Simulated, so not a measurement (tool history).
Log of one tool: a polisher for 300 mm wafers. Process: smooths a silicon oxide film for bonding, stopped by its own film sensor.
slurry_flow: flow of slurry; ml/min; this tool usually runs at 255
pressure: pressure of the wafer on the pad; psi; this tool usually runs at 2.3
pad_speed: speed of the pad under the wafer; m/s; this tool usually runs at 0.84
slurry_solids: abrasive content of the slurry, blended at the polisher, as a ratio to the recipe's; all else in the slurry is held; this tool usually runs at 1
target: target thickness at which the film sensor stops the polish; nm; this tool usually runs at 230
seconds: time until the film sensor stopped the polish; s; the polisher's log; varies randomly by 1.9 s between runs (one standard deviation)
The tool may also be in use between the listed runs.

run	hour	slurry_flow	pressure	pad_speed	slurry_solids	target	wafers since the last listed run	wafers polished on this pad	hours since the slurry nozzle was cleaned	hours since the head pressure was calibrated	hours since the slurry blender was calibrated	incoming thickness of the incoming film, nm	seconds
1	0	255	2.3	0.84	1.2	230	0	4576	438.4	88.2	86	300.8	135.2
# hour 8.5: worn pad replaced by a new one
2	83	255	2.3	0.84	1.2	230	875	825	521.4	171.2	169	299.4	114.1
3	190.2	255	2.3	0.84	1.2	230	1188	2014	628.6	278.4	276.2	305.7	127.6
4	264.3	255	2.3	0.84	1	230	821	2835	702.7	352.5	350.3	300.5	139.8
# hour 275.7: slurry blender recalibrated
# hour 289.3: slurry nozzle cleaned
5	345.2	255	2.3	0.84	1	230	863	3698	55.9	433.4	69.5	302.3	144.4
6	429.3	285	2.3	0.84	1	230	932	4630	140	517.5	153.6	305.6	160.8
# hour 439.7: worn pad replaced by a new one
# hour 610.8: slurry blender recalibrated
7	699.1	255	2.3	0.84	1	230	2923	2852	409.8	787.3	88.3	304.5	145
8	736.7	255	2.3	0.84	1	230	416	3269	447.4	824.9	125.9	305.8	150.6
9	810.5	255	2.3	0.84	1	230	817	4087	521.2	898.7	199.7	301.2	147.6
10	851	255	2.3	0.84	1	230	448	4536	561.7	939.2	240.2	303.5	154.5
# hour 871.2: worn pad replaced by a new one
11	916.4	255	2.3	0.84	1.15	230	680	500	627.1	1004.6	305.6	306.5	126.3
12	957.4	255	2.3	0.84	1	230	454	955	668.1	1045.6	346.6	298.8	123.8
# hour 989.7: slurry nozzle cleaned
# hour 1038.2: head pressure recalibrated
# hour 1038.8: slurry blender recalibrated
13	1059.5	280	1.9	0.84	0.9	230	1091	2046	69.8	21.3	20.7	299.9	166.8
14	1165.4	255	2.8	0.84	1.25	230	1173	3220	175.7	127.2	126.6	297.4	92.1
# hour 1200.4: worn pad replaced by a new one
15	1263.7	205	3	0.84	1.15	251	1045	702	274	225.5	224.9	301.3	67.5
16	1323.7	255	1.9	0.74	1	230	665	1367	334	285.5	284.9	301	172.8
17	1379	225	1.6	0.72	1	230	612	1980	389.3	340.8	340.2	302.7	214.3
# hour 1397.9: slurry blender recalibrated
# hour 1556.1: worn pad replaced by a new one
18	1640.9	320	1.6	0.84	1	230	2836	939	651.2	602.7	243	306.5	192.5
19	1717.3	255	1.5	0.84	1	230	846	1786	727.6	679.1	319.4	297.3	186.9
20	1761.2	210	2.3	0.84	0.75	250	486	2273	771.5	723	363.3	302.1	134.9
# hour 1762.6: slurry nozzle cleaned
# hour 1799.1: slurry blender recalibrated
21	1845.4	255	1.8	1.12	1	230	899	3173	82.8	807.2	46.3	298.6	137.2
22	1919.6	255	2.3	0.84	1	230	822	3995	157	881.4	120.5	299.6	141.2

Alternative continuations, all from the tool just after run 22; predict every row:
A	1920	255	2.3	0.84	1	230	4	4000	157.4	881.8	120.9	306.4	?
B	1920	255	2.9	0.84	1	238	4	4000	157.4	881.8	120.9	306.4	?
C	1920	255	2.6	0.84	1	230	4	4000	157.4	881.8	120.9	306.4	?
D	1920	255	2.3	1.04	1	212	4	4000	157.4	881.8	120.9	306.4	?

run	seconds
A	162.4
B	117.9
C	145.4
D	169.1
With the hidden condition removed and each run's random variation left untouched, the same runs would have given:
run	seconds
A	142.2
B	103.3
C	127.4
D	148.1
